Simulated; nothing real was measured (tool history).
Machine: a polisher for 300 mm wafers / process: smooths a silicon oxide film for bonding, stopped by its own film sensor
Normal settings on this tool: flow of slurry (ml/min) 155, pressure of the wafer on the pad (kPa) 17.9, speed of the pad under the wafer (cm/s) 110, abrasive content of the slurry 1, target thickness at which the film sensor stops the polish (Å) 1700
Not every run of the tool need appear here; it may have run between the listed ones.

run	day	flow of slurry (ml/min)	pressure of the wafer on the pad (kPa)	speed of the pad under the wafer (cm/s)	abrasive content of the slurry	target thickness at which the film sensor stops the polish (Å)	wafers since the last listed run	wafers polished on this pad	hours since the slurry nozzle was cleaned	hours since the head pressure was calibrated	hours since the slurry blender was calibrated	incoming thickness of the incoming film, nm	time until the film sensor stopped the polish (s)
1	0	140	17.9	110	1	1640	0	2870	539.7	221.1	219.7	205.3	38.8
# day 2.129: slurry nozzle cleaned
2	4.921	155	17.9	110	1	1700	1579	4449	67	339.2	337.8	209.8	37.6
# day 6.038: worn pad replaced by a new one
3	6.429	155	17.9	110	1	1700	434	127	103.2	375.4	374	212.4	40.1
4	7.529	155	17.9	110	1	1700	356	483	129.6	401.8	400.4	209.6	37
# day 8.154: slurry blender recalibrated
5	8.938	155	17.9	110	1	1700	428	912	163.4	435.6	18.8	207.8	32.8
6	11.738	155	17.9	110	1	1700	906	1818	230.6	502.8	86	211.3	36.9
7	13.854	155	17.9	110	1	1700	685	2503	281.4	553.6	136.8	211.1	37.1
# day 15.242: head pressure recalibrated
8	15.262	155	17.9	110	1	1700	428	2932	315.2	0.5	170.6	208.7	36.1
9	17.579	155	17.9	138	0.85	1700	749	3682	370.8	56.1	226.2	208.1	33.6
10	19.254	155	17.9	138	0.85	1700	542	4224	411	96.3	266.4	212.3	38.3
11	20.292	155	17.9	138	0.85	1700	335	4560	435.9	121.2	291.3	211.2	36.4
12	22.017	120	17.9	144	1	1700	558	5118	477.3	162.6	332.7	210	31.7
# day 22.679: worn pad replaced by a new one
# day 22.758: slurry blender recalibrated
# day 24.304: slurry nozzle cleaned
13	24.85	155	17.9	110	1	1700	823	663	13.1	230.6	50.2	212.3	37.4
14	26.558	155	17.9	140	1	1700	552	1216	54.1	271.6	91.2	209.4	29.1
15	29.854	155	17.9	110	1	1700	1066	2282	133.2	350.7	170.3	212.7	39.8
16	31.804	155	13.1	110	1	1700	631	2913	180	397.5	217.1	208.8	44.7
17	33.6	155	17.9	110	1	1700	581	3495	223.1	440.6	260.2	209.6	37
18	35.546	155	17.9	110	1	1700	629	4125	269.8	487.3	306.9	213.6	41.4
# day 37.371: worn pad replaced by a new one, of another model than before
19	38.379	200	14.5	110	1.25	1760	863	326	337.8	555.3	374.9	209.5	32.9
# day 40.262: slurry blender recalibrated
20	40.742	135	13.1	110	1.15	1820	737	1064	394.5	612	11.5	208.5	29.6
21	43.625	110	13.1	110	1.15	1700	933	1997	463.7	681.2	80.7	207.9	45.7
# day 44.217: slurry nozzle cleaned
22	44.767	155	17.9	128	1	1790	356	2353	13.2	708.6	108.1	209.5	26.2
# day 46.271: head pressure recalibrated
23	47.088	155	15.2	72	1	1700	724	3077	68.9	19.6	163.8	213.9	57
24	49.838	155	17.9	82	1	1780	890	3967	134.9	85.6	229.8	207.4	30.6
# day 50.375: worn pad replaced by a new one
25	52.246	155	23.4	80	0.8	1700	725	605	192.7	143.4	287.6	210.5	39.4
26	54.904	190	17.9	110	1	1700	860	1465	256.5	207.2	351.4	208.2	35.8
# day 55.012: slurry blender recalibrated
27	56.354	155	17.9	110	1	1700	442	1908	291.3	242	32.2	205.8	31.6
28	63.779	155	17.9	110	1	1700	2403	4311	469.5	420.2	210.4	209.8	37.3
# day 64.575: slurry nozzle cleaned
29	64.788	155	17.9	110	1.1	1700	312	4624	5.1	444.4	234.6	209.4	35

Here are 5 independent what-if runs from the current tool condition. What would each one return?
A	64.804	155	17.9	110	1	1570	5	4629	5.5	444.8	235	211.4	?
B	64.804	115	15.9	144	1	1640	5	4629	5.5	444.8	235	211.4	?
C	64.804	140	17.9	110	1	1830	5	4629	5.5	444.8	235	211.4	?
D	64.804	190	13.1	138	1	1780	5	4629	5.5	444.8	235	211.4	?
E	64.804	155	17.9	110	1.1	1560	5	4629	5.5	444.8	235	211.4	?

run	time until the film sensor stopped the polish (s)
A	51
B	47.5
C	27.1
D	37.7
E	48.8
The same runs, with their run-to-run variation unchanged, on a tool lacking any hidden condition would have given:
run	time until the film sensor stopped the polish (s)
A	46.2
B	43
C	24.6
D	34.1
E	44.5
